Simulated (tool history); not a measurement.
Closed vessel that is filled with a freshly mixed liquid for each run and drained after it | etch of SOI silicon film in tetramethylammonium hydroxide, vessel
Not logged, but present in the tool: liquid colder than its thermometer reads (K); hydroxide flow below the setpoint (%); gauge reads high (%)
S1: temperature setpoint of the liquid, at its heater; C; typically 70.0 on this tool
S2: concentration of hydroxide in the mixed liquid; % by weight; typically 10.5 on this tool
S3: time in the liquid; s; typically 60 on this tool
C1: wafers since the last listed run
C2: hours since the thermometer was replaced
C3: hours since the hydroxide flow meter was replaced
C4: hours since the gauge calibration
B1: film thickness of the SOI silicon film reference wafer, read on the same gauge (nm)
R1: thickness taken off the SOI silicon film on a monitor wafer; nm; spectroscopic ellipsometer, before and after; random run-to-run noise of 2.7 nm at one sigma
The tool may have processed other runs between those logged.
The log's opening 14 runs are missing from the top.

| run | hour | S1 | S2 | S3 | C1 | C2 | C3 | C4 | B1 | R1 |
|---|---|---|---|---|---|---|---|---|---|---|
|  | 170.4 | gauge calibrated |
| 15 | 175.1 | 70.0 | 10.5 | 60 | 1257 | 119.2 | 1199.3 | 4.7 | 59.99 | 379.78 |
| 16 | 190.9 | 70.0 | 10.5 | 40 | 1428 | 135.0 | 1215.1 | 20.5 | 59.98 | 250.39 |
| 17 | 197.8 | 74.0 | 12.0 | 90 | 624 | 141.9 | 1222.0 | 27.4 | 59.99 | 669.08 |
| 18 | 212.3 | 72.5 | 8.5 | 60 | 1311 | 156.4 | 1236.5 | 41.9 | 59.97 | 474.46 |
| 19 | 219.3 | 75.5 | 8.0 | 30 | 633 | 163.4 | 1243.5 | 48.9 | 60.00 | 288.67 |
| 20 | 231.1 | 70.0 | 10.5 | 60 | 1067 | 175.2 | 1255.3 | 60.7 | 60.00 | 381.93 |
| 21 | 243.8 | 70.0 | 10.5 | 60 | 1148 | 187.9 | 1268.0 | 73.4 | 59.99 | 375.56 |
| 22 | 251.8 | 70.0 | 10.5 | 35 | 723 | 195.9 | 1276.0 | 81.4 | 59.98 | 219.99 |
|  | 258.1 | hydroxide flow meter replaced |
| 23 | 261.4 | 78.0 | 12.5 | 60 | 777 | 205.5 | 3.3 | 91.0 | 60.01 | 564.74 |
| 24 | 277.2 | 70.0 | 10.5 | 60 | 1428 | 221.3 | 19.1 | 106.8 | 59.97 | 376.24 |
| 25 | 295.1 | 73.5 | 8.0 | 45 | 1618 | 239.2 | 37.0 | 124.7 | 59.98 | 380.76 |
| 26 | 301.3 | 63.0 | 12.5 | 85 | 560 | 245.4 | 43.2 | 130.9 | 60.01 | 327.57 |
| 27 | 312.2 | 70.0 | 10.5 | 60 | 985 | 256.3 | 54.1 | 141.8 | 59.99 | 371.99 |
| 28 | 327.5 | 70.0 | 13.0 | 85 | 1383 | 271.6 | 69.4 | 157.1 | 60.02 | 481.48 |
| 29 | 340.8 | 70.0 | 10.5 | 60 | 1202 | 284.9 | 82.7 | 170.4 | 60.01 | 373.36 |
| 30 | 352.9 | 70.0 | 10.5 | 60 | 1094 | 297.0 | 94.8 | 182.5 | 59.98 | 366.54 |
| 31 | 368.2 | 70.0 | 10.5 | 60 | 1383 | 312.3 | 110.1 | 197.8 | 60.01 | 373.59 |
| 32 | 382.4 | 70.0 | 10.5 | 30 | 1284 | 326.5 | 124.3 | 212.0 | 59.97 | 183.81 |
| 33 | 391.7 | 70.0 | 13.5 | 30 | 841 | 335.8 | 133.6 | 221.3 | 59.96 | 165.96 |
| 34 | 401.4 | 64.0 | 10.5 | 60 | 877 | 345.5 | 143.3 | 231.0 | 60.00 | 255.68 |

Below are 4 alternative next runs, each starting from the tool's condition after run 34. Predict each:
| A | 402.1 | 70.0 | 10.5 | 60 | 63 | 346.2 | 144.0 | 231.7 | ? | ? |
| B | 402.1 | 70.0 | 10.5 | 85 | 63 | 346.2 | 144.0 | 231.7 | ? | ? |
| C | 402.1 | 77.0 | 10.5 | 60 | 63 | 346.2 | 144.0 | 231.7 | ? | ? |
| D | 402.1 | 70.0 | 9.0 | 70 | 63 | 346.2 | 144.0 | 231.7 | ? | ? |

| run | B1 | R1 |
|---|---|---|
| A | 60.02 | 368.37 |
| B | 60.02 | 521.85 |
| C | 60.02 | 552.28 |
| D | 60.02 | 455.08 |
Had the tool no hidden state, the same runs would have come out as:
| run | R1 |
|---|---|
| A | 390.01 |
| B | 552.52 |
| C | 583.42 |
| D | 481.83 |
